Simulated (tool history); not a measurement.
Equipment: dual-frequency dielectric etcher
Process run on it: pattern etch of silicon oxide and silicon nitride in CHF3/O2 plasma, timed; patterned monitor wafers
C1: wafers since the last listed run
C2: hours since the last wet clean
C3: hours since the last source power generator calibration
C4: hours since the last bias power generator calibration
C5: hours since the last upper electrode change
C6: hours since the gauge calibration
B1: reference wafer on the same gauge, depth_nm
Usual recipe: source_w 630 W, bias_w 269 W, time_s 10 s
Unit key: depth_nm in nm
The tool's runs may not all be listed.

run 1 day=0 | source_w=630 bias_w=220 time_s=10 | C1=0 C2=374.5 C3=1850.8 C4=1851.2 C5=4594.1 C6=294.1 | B1=18.4 | depth_nm=16.98
run 2 day=1.371 | source_w=630 bias_w=220 time_s=10 | C1=569 C2=407.4 C3=1883.7 C4=1884.1 C5=4627 C6=327 | B1=18.4 | depth_nm=16.82
run 3 day=1.704 | source_w=630 bias_w=220 time_s=10 | C1=138 C2=415.4 C3=1891.7 C4=1892.1 C5=4635 C6=335 | B1=18.4 | depth_nm=16.97
run 4 day=2.412 | source_w=630 bias_w=312 time_s=10 | C1=294 C2=432.4 C3=1908.7 C4=1909.1 C5=4652 C6=352 | B1=18.39 | depth_nm=20.16
run 5 day=2.846 | source_w=630 bias_w=312 time_s=10 | C1=180 C2=442.8 C3=1919.1 C4=1919.5 C5=4662.4 C6=362.4 | B1=18.4 | depth_nm=20.06
run 6 day=3.408 | source_w=630 bias_w=269 time_s=10 | C1=233 C2=456.3 C3=1932.6 C4=1933 C5=4675.9 C6=375.9 | B1=18.43 | depth_nm=18.59
run 7 day=4.158 | source_w=630 bias_w=269 time_s=10 | C1=311 C2=474.3 C3=1950.6 C4=1951 C5=4693.9 C6=393.9 | B1=18.39 | depth_nm=18.61
run 8 day=4.721 | source_w=630 bias_w=269 time_s=10 | C1=233 C2=487.8 C3=1964.1 C4=1964.5 C5=4707.4 C6=407.4 | B1=18.4 | depth_nm=18.58
run 9 day=5.225 | source_w=630 bias_w=269 time_s=10 | C1=209 C2=499.9 C3=1976.2 C4=1976.6 C5=4719.5 C6=419.5 | B1=18.42 | depth_nm=18.7
run 10 day=5.758 | source_w=630 bias_w=269 time_s=10 | C1=221 C2=512.7 C3=1989 C4=1989.4 C5=4732.3 C6=432.3 | B1=18.39 | depth_nm=18.77
run 11 day=6.038 | source_w=480 bias_w=335 time_s=10 | C1=115 C2=519.4 C3=1995.7 C4=1996.1 C5=4739 C6=439 | B1=18.39 | depth_nm=18.53
-- day=7.192 source power generator calibrated
-- day=7.417 upper electrode replaced, of another model than before
run 12 day=7.438 | source_w=520 bias_w=329 time_s=10 | C1=418 C2=553 C3=5.9 C4=2029.7 C5=0.5 C6=472.6 | B1=18.41 | depth_nm=20.01
run 13 day=7.45 | source_w=700 bias_w=269 time_s=8 | C1=5 C2=553.3 C3=6.2 C4=2030 C5=0.8 C6=472.9 | B1=18.37 | depth_nm=15.45
run 14 day=9.025 | source_w=560 bias_w=293 time_s=11.5 | C1=654 C2=591.1 C3=44 C4=2067.8 C5=38.6 C6=510.7 | B1=18.39 | depth_nm=21.77
-- day=10.333 wet clean of the chamber
run 15 day=10.354 | source_w=550 bias_w=304 time_s=7 | C1=136 C2=0.5 C3=75.9 C4=2099.7 C5=70.5 C6=542.6 | B1=18.38 | depth_nm=14.12
run 16 day=10.367 | source_w=630 bias_w=269 time_s=10 | C1=5 C2=0.8 C3=76.2 C4=2100 C5=70.8 C6=542.9 | B1=18.42 | depth_nm=19.49
-- day=11.925 bias power generator calibrated
run 17 day=12.296 | source_w=570 bias_w=204 time_s=10 | C1=732 C2=47.1 C3=122.5 C4=8.9 C5=117.1 C6=589.2 | B1=18.39 | depth_nm=15.1
-- day=12.704 gauge calibrated
run 18 day=12.842 | source_w=580 bias_w=331 time_s=12 | C1=226 C2=60.2 C3=135.6 C4=22 C5=130.2 C6=3.3 | B1=18.41 | depth_nm=25.73
run 19 day=13.571 | source_w=630 bias_w=269 time_s=11 | C1=302 C2=77.7 C3=153.1 C4=39.5 C5=147.7 C6=20.8 | B1=18.41 | depth_nm=21.1
run 20 day=14.304 | source_w=630 bias_w=269 time_s=10 | C1=304 C2=95.3 C3=170.7 C4=57.1 C5=165.3 C6=38.4 | B1=18.39 | depth_nm=19
run 21 day=14.912 | source_w=630 bias_w=269 time_s=10 | C1=252 C2=109.9 C3=185.3 C4=71.7 C5=179.9 C6=53 | B1=18.4 | depth_nm=19.16
run 22 day=15.554 | source_w=630 bias_w=269 time_s=7.5 | C1=266 C2=125.3 C3=200.7 C4=87.1 C5=195.3 C6=68.4 | B1=18.41 | depth_nm=14.45
run 23 day=16.4 | source_w=530 bias_w=233 time_s=8 | C1=351 C2=145.6 C3=221 C4=107.4 C5=215.6 C6=88.7 | B1=18.4 | depth_nm=13
run 24 day=16.917 | source_w=520 bias_w=269 time_s=7.5 | C1=214 C2=158 C3=233.4 C4=119.8 C5=228 C6=101.1 | B1=18.38 | depth_nm=13.68
run 25 day=17.638 | source_w=680 bias_w=331 time_s=12.5 | C1=299 C2=175.3 C3=250.7 C4=137.1 C5=245.3 C6=118.4 | B1=18.39 | depth_nm=28.05
run 26 day=18.388 | source_w=750 bias_w=239 time_s=12.5 | C1=311 C2=193.3 C3=268.7 C4=155.1 C5=263.3 C6=136.4 | B1=18.41 | depth_nm=23.06
run 27 day=18.667 | source_w=510 bias_w=269 time_s=10 | C1=115 C2=200 C3=275.4 C4=161.8 C5=270 C6=143.1 | B1=18.42 | depth_nm=17.98
run 28 day=19.421 | source_w=630 bias_w=269 time_s=11.5 | C1=313 C2=218.1 C3=293.5 C4=179.9 C5=288.1 C6=161.2 | B1=18.41 | depth_nm=21.96
run 29 day=19.967 | source_w=720 bias_w=202 time_s=10 | C1=226 C2=231.2 C3=306.6 C4=193 C5=301.2 C6=174.3 | B1=18.39 | depth_nm=15.82
run 30 day=20.621 | source_w=630 bias_w=269 time_s=10 | C1=271 C2=246.9 C3=322.3 C4=208.7 C5=316.9 C6=190 | B1=18.41 | depth_nm=18.87
run 31 day=20.996 | source_w=720 bias_w=219 time_s=12 | C1=155 C2=255.9 C3=331.3 C4=217.7 C5=325.9 C6=199 | B1=18.41 | depth_nm=20.38

What the log doesn't show, run by run:
source power that arrives over what is set, %: 0 on each run
bias power that arrives over what is set, %: 0 on each run
gauge reads high (%): 0 on each run
H1: etch rate over this chamber's usual, %
run=1 H1=-3.58
run=2 H1=-3.82
run=3 H1=-3.87
run=4 H1=-4
run=5 H1=-4.07
run=6 H1=-4.17
run=7 H1=-4.3
run=8 H1=-4.39
run=9 H1=-4.48
run=10 H1=-4.57
run=11 H1=-4.62
run=12 H1=-4.86
run=13 H1=-4.86
run=14 H1=-5.13
run=15 H1=-0.424
run=16 H1=-0.426
run=17 H1=-0.758
run=18 H1=-0.852
run=19 H1=-0.978
run=20 H1=-1.1
run=21 H1=-1.21
run=22 H1=-1.32
run=23 H1=-1.46
run=24 H1=-1.55
run=25 H1=-1.68
run=26 H1=-1.81
run=27 H1=-1.85
run=28 H1=-1.98
run=29 H1=-2.08
run=30 H1=-2.19
run=31 H1=-2.26

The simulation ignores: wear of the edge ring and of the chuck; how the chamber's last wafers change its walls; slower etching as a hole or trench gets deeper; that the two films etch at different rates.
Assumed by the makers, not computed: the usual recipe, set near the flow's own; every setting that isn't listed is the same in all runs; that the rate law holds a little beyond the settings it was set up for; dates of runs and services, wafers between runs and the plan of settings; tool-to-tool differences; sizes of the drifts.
